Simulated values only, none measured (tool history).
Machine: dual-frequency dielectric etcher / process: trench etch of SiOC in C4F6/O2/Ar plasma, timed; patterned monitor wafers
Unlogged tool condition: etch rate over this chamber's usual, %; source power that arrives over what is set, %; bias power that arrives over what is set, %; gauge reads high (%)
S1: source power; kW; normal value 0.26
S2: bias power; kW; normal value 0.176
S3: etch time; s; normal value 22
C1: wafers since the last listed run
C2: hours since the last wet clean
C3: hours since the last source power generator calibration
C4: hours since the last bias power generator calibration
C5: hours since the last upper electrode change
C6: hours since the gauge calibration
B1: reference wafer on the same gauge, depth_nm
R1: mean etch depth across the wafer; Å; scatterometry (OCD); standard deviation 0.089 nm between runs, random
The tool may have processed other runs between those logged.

run 1 hour=0 | S1=0.26 S2=0.176 S3=22 | C1=0 C2=117.9 C3=2224.9 C4=2100.7 C5=3379.6 C6=1999 | B1=38.9 | R1=398.3
run 2 hour=61.1 | S1=0.26 S2=0.176 S3=22 | C1=680 C2=179 C3=2286 C4=2161.8 C5=3440.7 C6=2060.1 | B1=38.89 | R1=399.2
run 3 hour=103.6 | S1=0.26 S2=0.176 S3=22 | C1=473 C2=221.5 C3=2328.5 C4=2204.3 C5=3483.2 C6=2102.6 | B1=38.9 | R1=399.6
run 4 hour=148.1 | S1=0.26 S2=0.176 S3=22 | C1=495 C2=266 C3=2373 C4=2248.8 C5=3527.7 C6=2147.1 | B1=38.93 | R1=397.2
run 5 hour=250.3 | S1=0.26 S2=0.176 S3=22 | C1=1138 C2=368.2 C3=2475.2 C4=2351 C5=3629.9 C6=2249.3 | B1=38.93 | R1=396.7
run 6 hour=317.9 | S1=0.26 S2=0.176 S3=22 | C1=753 C2=435.8 C3=2542.8 C4=2418.6 C5=3697.5 C6=2316.9 | B1=38.88 | R1=397.4
run 7 hour=396.9 | S1=0.26 S2=0.176 S3=22 | C1=880 C2=514.8 C3=2621.8 C4=2497.6 C5=3776.5 C6=2395.9 | B1=38.9 | R1=397.4
run 8 hour=469.7 | S1=0.26 S2=0.14 S3=26.5 | C1=811 C2=587.6 C3=2694.6 C4=2570.4 C5=3849.3 C6=2468.7 | B1=38.92 | R1=443.9
-- hour=498.9 wet clean of the chamber
run 9 hour=534.5 | S1=0.32 S2=0.218 S3=17.5 | C1=454 C2=35.6 C3=2759.4 C4=2635.2 C5=3914.1 C6=2533.5 | B1=38.89 | R1=356.4
run 10 hour=578 | S1=0.26 S2=0.176 S3=22 | C1=484 C2=79.1 C3=2802.9 C4=2678.7 C5=3957.6 C6=2577 | B1=38.9 | R1=399.2
run 11 hour=656.5 | S1=0.3 S2=0.148 S3=19.5 | C1=874 C2=157.6 C3=2881.4 C4=2757.2 C5=4036.1 C6=2655.5 | B1=38.88 | R1=345
run 12 hour=720.4 | S1=0.21 S2=0.133 S3=22 | C1=712 C2=221.5 C3=2945.3 C4=2821.1 C5=4100 C6=2719.4 | B1=38.89 | R1=346.9
run 13 hour=767.1 | S1=0.26 S2=0.176 S3=22 | C1=520 C2=268.2 C3=2992 C4=2867.8 C5=4146.7 C6=2766.1 | B1=38.92 | R1=398
run 14 hour=814.8 | S1=0.31 S2=0.176 S3=22 | C1=531 C2=315.9 C3=3039.7 C4=2915.5 C5=4194.4 C6=2813.8 | B1=38.9 | R1=417.3
run 15 hour=886.6 | S1=0.26 S2=0.196 S3=22 | C1=800 C2=387.7 C3=3111.5 C4=2987.3 C5=4266.2 C6=2885.6 | B1=38.9 | R1=414.6
run 16 hour=965.1 | S1=0.22 S2=0.176 S3=19 | C1=874 C2=466.2 C3=3190 C4=3065.8 C5=4344.7 C6=2964.1 | B1=38.91 | R1=331.9
-- hour=1062 wet clean of the chamber
run 17 hour=1062.5 | S1=0.2 S2=0.212 S3=25.5 | C1=817 C2=0.5 C3=3287.4 C4=3163.2 C5=4442.1 C6=3061.5 | B1=38.9 | R1=466.8
run 18 hour=1117.2 | S1=0.26 S2=0.202 S3=22 | C1=609 C2=55.2 C3=3342.1 C4=3217.9 C5=4496.8 C6=3116.2 | B1=38.89 | R1=420.2
-- hour=1121.7 source power generator calibrated
run 19 hour=1181.3 | S1=0.23 S2=0.159 S3=26.5 | C1=669 C2=119.3 C3=59.6 C4=3282 C5=4560.9 C6=3180.3 | B1=38.9 | R1=449.4
-- hour=1207.3 upper electrode replaced
-- hour=1215.5 bias power generator calibrated
run 20 hour=1284.6 | S1=0.26 S2=0.176 S3=22 | C1=839 C2=222.6 C3=162.9 C4=69.1 C5=77.3 C6=3283.6 | B1=38.89 | R1=397
run 21 hour=1370 | S1=0.24 S2=0.21 S3=18 | C1=951 C2=308 C3=248.3 C4=154.5 C5=162.7 C6=3369 | B1=38.9 | R1=337.3
-- hour=1372.1 gauge calibrated
run 22 hour=1442.4 | S1=0.23 S2=0.163 S3=22 | C1=806 C2=380.4 C3=320.7 C4=226.9 C5=235.1 C6=70.3 | B1=38.92 | R1=374.6
run 23 hour=1521.9 | S1=0.23 S2=0.154 S3=16 | C1=885 C2=459.9 C3=400.2 C4=306.4 C5=314.6 C6=149.8 | B1=38.9 | R1=268.8
run 24 hour=1620.9 | S1=0.26 S2=0.159 S3=16 | C1=1103 C2=558.9 C3=499.2 C4=405.4 C5=413.6 C6=248.8 | B1=38.9 | R1=278.4
run 25 hour=1694.6 | S1=0.26 S2=0.176 S3=22 | C1=821 C2=632.6 C3=572.9 C4=479.1 C5=487.3 C6=322.5 | B1=38.91 | R1=395.9
-- hour=1779.3 wet clean of the chamber
run 26 hour=1779.8 | S1=0.21 S2=0.215 S3=22 | C1=681 C2=0.5 C3=658.1 C4=564.3 C5=572.5 C6=407.7 | B1=38.88 | R1=405.9
run 27 hour=1852.8 | S1=0.26 S2=0.176 S3=16.5 | C1=813 C2=73.5 C3=731.1 C4=637.3 C5=645.5 C6=480.7 | B1=38.9 | R1=297.4
run 28 hour=1913.3 | S1=0.3 S2=0.194 S3=24.5 | C1=674 C2=134 C3=791.6 C4=697.8 C5=706 C6=541.2 | B1=38.9 | R1=473.2
run 29 hour=1990.3 | S1=0.26 S2=0.212 S3=22 | C1=858 C2=211 C3=868.6 C4=774.8 C5=783 C6=618.2 | B1=38.91 | R1=423

Alternative continuations, all from the tool just after run 29; predict every row:
run A hour=1990.7 | S1=0.2 S2=0.176 S3=22 | C1=4 C2=211.4 C3=869 C4=775.2 C5=783.4 C6=618.6 | B1=? | R1=?
run B hour=1990.7 | S1=0.26 S2=0.193 S3=20.5 | C1=4 C2=211.4 C3=869 C4=775.2 C5=783.4 C6=618.6 | B1=? | R1=?
run C hour=1990.7 | S1=0.28 S2=0.176 S3=22 | C1=4 C2=211.4 C3=869 C4=775.2 C5=783.4 C6=618.6 | B1=? | R1=?
run D hour=1990.7 | S1=0.23 S2=0.149 S3=28 | C1=4 C2=211.4 C3=869 C4=775.2 C5=783.4 C6=618.6 | B1=? | R1=?
run E hour=1990.7 | S1=0.26 S2=0.143 S3=24.5 | C1=4 C2=211.4 C3=869 C4=775.2 C5=783.4 C6=618.6 | B1=? | R1=?

run=A B1=38.91 R1=376
run=B B1=38.91 R1=381.9
run=C B1=38.91 R1=404
run=D B1=38.91 R1=466
run=E B1=38.91 R1=413.3
Stripped of hidden state, with their random variation kept, the same runs would have yielded:
run=A R1=374.8
run=B R1=380.7
run=C R1=402.7
run=D R1=464.5
run=E R1=412
